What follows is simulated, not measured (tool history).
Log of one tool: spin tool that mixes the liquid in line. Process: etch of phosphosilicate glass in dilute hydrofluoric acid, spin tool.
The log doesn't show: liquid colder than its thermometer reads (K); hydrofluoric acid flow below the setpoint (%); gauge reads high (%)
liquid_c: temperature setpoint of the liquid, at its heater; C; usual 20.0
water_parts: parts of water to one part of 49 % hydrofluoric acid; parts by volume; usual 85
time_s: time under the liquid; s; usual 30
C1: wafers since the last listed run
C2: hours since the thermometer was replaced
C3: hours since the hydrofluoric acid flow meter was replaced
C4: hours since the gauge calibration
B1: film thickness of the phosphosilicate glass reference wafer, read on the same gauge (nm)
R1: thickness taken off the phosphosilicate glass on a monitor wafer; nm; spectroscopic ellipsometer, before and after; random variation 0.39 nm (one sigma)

Run 1, hour 0.0: usual settings; C1 0; C2 1915.1; C3 435.5; C4 196.7; B1 89.99. Result: R1 45.88 nm.
Run 2, hour 13.0: usual settings; C1 126; C2 1928.1; C3 448.5; C4 209.7; B1 90.00. Result: R1 45.75 nm.
Run 3, hour 46.5: usual settings but time_s 15 s; C1 326; C2 1961.6; C3 482.0; C4 243.2; B1 89.99. Result: R1 22.90 nm.
Run 4, hour 78.7: usual settings but liquid_c 21.5 C; C1 313; C2 1993.8; C3 514.2; C4 275.4; B1 89.99. Result: R1 48.35 nm.
Run 5, hour 137.1: usual settings but liquid_c 21.5 C; C1 568; C2 2052.2; C3 572.6; C4 333.8; B1 89.99. Result: R1 47.41 nm.
Run 6, hour 165.8: usual settings but time_s 25 s; C1 279; C2 2080.9; C3 601.3; C4 362.5; B1 89.99. Result: R1 37.81 nm.
At hour 170.0: gauge calibrated.
Run 7, hour 184.6: usual settings but time_s 25 s; C1 182; C2 2099.7; C3 620.1; C4 14.6; B1 90.01. Result: R1 37.18 nm.
At hour 197.2: thermometer replaced.
Run 8, hour 199.8: usual settings but time_s 25 s; C1 138; C2 2.6; C3 635.3; C4 29.8; B1 90.01. Result: R1 37.26 nm.
Run 9, hour 235.7: usual settings; C1 349; C2 38.5; C3 671.2; C4 65.7; B1 90.01. Result: R1 44.57 nm.
Run 10, hour 261.8: usual settings but liquid_c 17.0 C, time_s 45 s; C1 254; C2 64.6; C3 697.3; C4 91.8; B1 89.99. Result: R1 58.85 nm.
At hour 268.4: hydrofluoric acid flow meter replaced.
Run 11, hour 277.9: usual settings; C1 146; C2 80.7; C3 9.5; C4 107.9; B1 89.98. Result: R1 48.06 nm.
Run 12, hour 306.8: usual settings but liquid_c 22.0 C, time_s 15 s; C1 281; C2 109.6; C3 38.4; C4 136.8; B1 89.99. Result: R1 26.47 nm.
Run 13, hour 327.9: usual settings but liquid_c 22.5 C, water_parts 105 parts by volume, time_s 15 s; C1 205; C2 130.7; C3 59.5; C4 157.9; B1 90.00. Result: R1 21.34 nm.
Run 14, hour 360.9: usual settings but liquid_c 17.5 C, water_parts 65 parts by volume, time_s 40 s; C1 321; C2 163.7; C3 92.5; C4 190.9; B1 90.00. Result: R1 76.28 nm.
Run 15, hour 378.6: usual settings; C1 172; C2 181.4; C3 110.2; C4 208.6; B1 90.00. Result: R1 48.49 nm.
Run 16, hour 407.8: usual settings but water_parts 95 parts by volume, time_s 50 s; C1 284; C2 210.6; C3 139.4; C4 237.8; B1 90.00. Result: R1 70.51 nm.
Run 17, hour 423.3: usual settings but liquid_c 17.5 C, water_parts 120 parts by volume, time_s 15 s; C1 150; C2 226.1; C3 154.9; C4 253.3; B1 89.98. Result: R1 14.57 nm.
Run 18, hour 447.7: usual settings; C1 237; C2 250.5; C3 179.3; C4 277.7; B1 90.00. Result: R1 47.11 nm.

3 ways to go on from here, each from the tool as it stands after run 18. What would each give?
Run A, hour 448.1: usual settings but liquid_c 17.0 C; C1 3; C2 250.9; C3 179.7; C4 278.1; B1 ?. Result: R1 ?.
Run B, hour 448.1: usual settings but liquid_c 22.0 C, time_s 40 s; C1 3; C2 250.9; C3 179.7; C4 278.1; B1 ?. Result: R1 ?.
Run C, hour 448.1: usual settings but water_parts 105 parts by volume; C1 3; C2 250.9; C3 179.7; C4 278.1; B1 ?. Result: R1 ?.

run     B1     R1
  A  90.00  41.50
  B  90.00  68.12
  C  90.00  37.23
Without the tool's hidden state the same runs would have given:
run     R1
  A  43.01
  B  70.64
  C  38.62
